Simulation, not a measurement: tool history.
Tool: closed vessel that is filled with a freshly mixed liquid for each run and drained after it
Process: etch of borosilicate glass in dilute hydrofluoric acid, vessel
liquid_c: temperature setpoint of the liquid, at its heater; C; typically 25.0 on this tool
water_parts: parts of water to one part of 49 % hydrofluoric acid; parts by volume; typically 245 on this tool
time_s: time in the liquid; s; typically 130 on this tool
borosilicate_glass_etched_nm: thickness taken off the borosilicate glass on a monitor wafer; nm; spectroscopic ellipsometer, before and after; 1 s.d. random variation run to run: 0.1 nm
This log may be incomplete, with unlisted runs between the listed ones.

| run | hour | liquid_c | water_parts | time_s | wafers since the last listed run | hours since the thermometer was replaced | hours since the hydrofluoric acid flow meter was replaced | hours since the gauge calibration | read-back film thickness of the borosilicate glass reference wafer, read on the same gauge (nm) | borosilicate_glass_etched_nm |
|---|---|---|---|---|---|---|---|---|---|---|
| 1 | 0.0 | 25.0 | 245 | 130 | 0 | 1080.6 | 1641.4 | 155.1 | 50.05 | 25.76 |
| 2 | 28.3 | 25.0 | 245 | 130 | 2491 | 1108.9 | 1669.7 | 183.4 | 50.01 | 25.58 |
| 3 | 64.0 | 25.0 | 245 | 130 | 3142 | 1144.6 | 1705.4 | 219.1 | 49.99 | 25.68 |
| 4 | 82.9 | 25.0 | 245 | 130 | 1663 | 1163.5 | 1724.3 | 238.0 | 50.03 | 25.74 |
| 5 | 145.2 | 25.0 | 245 | 190 | 5483 | 1225.8 | 1786.6 | 300.3 | 50.02 | 37.66 |
|  | 172.2 | gauge calibrated |
| 6 | 175.5 | 25.0 | 245 | 190 | 2667 | 1256.1 | 1816.9 | 3.3 | 49.99 | 37.95 |
| 7 | 189.9 | 25.0 | 245 | 190 | 1267 | 1270.5 | 1831.3 | 17.7 | 50.02 | 37.93 |
|  | 211.0 | thermometer replaced |
| 8 | 214.4 | 25.0 | 245 | 130 | 2068 | 3.4 | 1855.8 | 42.2 | 50.01 | 24.14 |
| 9 | 229.4 | 25.0 | 245 | 130 | 1320 | 18.4 | 1870.8 | 57.2 | 50.00 | 24.29 |
| 10 | 245.6 | 25.0 | 245 | 130 | 1425 | 34.6 | 1887.0 | 73.4 | 50.00 | 24.39 |
|  | 272.3 | hydrofluoric acid flow meter replaced |
| 11 | 275.5 | 22.0 | 135 | 80 | 2543 | 64.5 | 3.2 | 103.3 | 50.02 | 27.48 |
| 12 | 366.7 | 22.5 | 190 | 170 | 8027 | 155.7 | 94.4 | 194.5 | 50.00 | 39.74 |
| 13 | 401.3 | 22.0 | 345 | 130 | 3045 | 190.3 | 129.0 | 229.1 | 50.00 | 14.12 |
| 14 | 418.2 | 25.0 | 245 | 190 | 1487 | 207.2 | 145.9 | 246.0 | 50.00 | 35.91 |
| 15 | 438.9 | 25.0 | 245 | 130 | 1822 | 227.9 | 166.6 | 266.7 | 49.99 | 24.63 |
|  | 456.6 | gauge calibrated |
| 16 | 456.9 | 25.0 | 305 | 130 | 1584 | 245.9 | 184.6 | 0.3 | 50.01 | 18.60 |
| 17 | 483.4 | 25.0 | 180 | 170 | 2332 | 272.4 | 211.1 | 26.8 | 49.99 | 46.76 |
| 18 | 509.8 | 25.0 | 245 | 80 | 2323 | 298.8 | 237.5 | 53.2 | 49.98 | 15.20 |
| 19 | 525.6 | 23.5 | 330 | 185 | 1390 | 314.6 | 253.3 | 69.0 | 50.00 | 22.58 |
| 20 | 550.8 | 23.0 | 130 | 190 | 2218 | 339.8 | 278.5 | 94.2 | 49.99 | 72.12 |

For each run, what was the tool's unlogged condition?
hydrofluoric acid flow above the setpoint (%): 0 in every run
gauge reads high (%): 0 in every run
H1: liquid hotter than its thermometer reads (K)
| run | H1 |
|---|---|
| 1 | 1.9 |
| 2 | 1.94 |
| 3 | 2.01 |
| 4 | 2.04 |
| 5 | 2.15 |
| 6 | 2.2 |
| 7 | 2.23 |
| 8 | 0.314 |
| 9 | 0.34 |
| 10 | 0.369 |
| 11 | 0.421 |
| 12 | 0.58 |
| 13 | 0.641 |
| 14 | 0.671 |
| 15 | 0.707 |
| 16 | 0.738 |
| 17 | 0.785 |
| 18 | 0.831 |
| 19 | 0.859 |
| 20 | 0.903 |

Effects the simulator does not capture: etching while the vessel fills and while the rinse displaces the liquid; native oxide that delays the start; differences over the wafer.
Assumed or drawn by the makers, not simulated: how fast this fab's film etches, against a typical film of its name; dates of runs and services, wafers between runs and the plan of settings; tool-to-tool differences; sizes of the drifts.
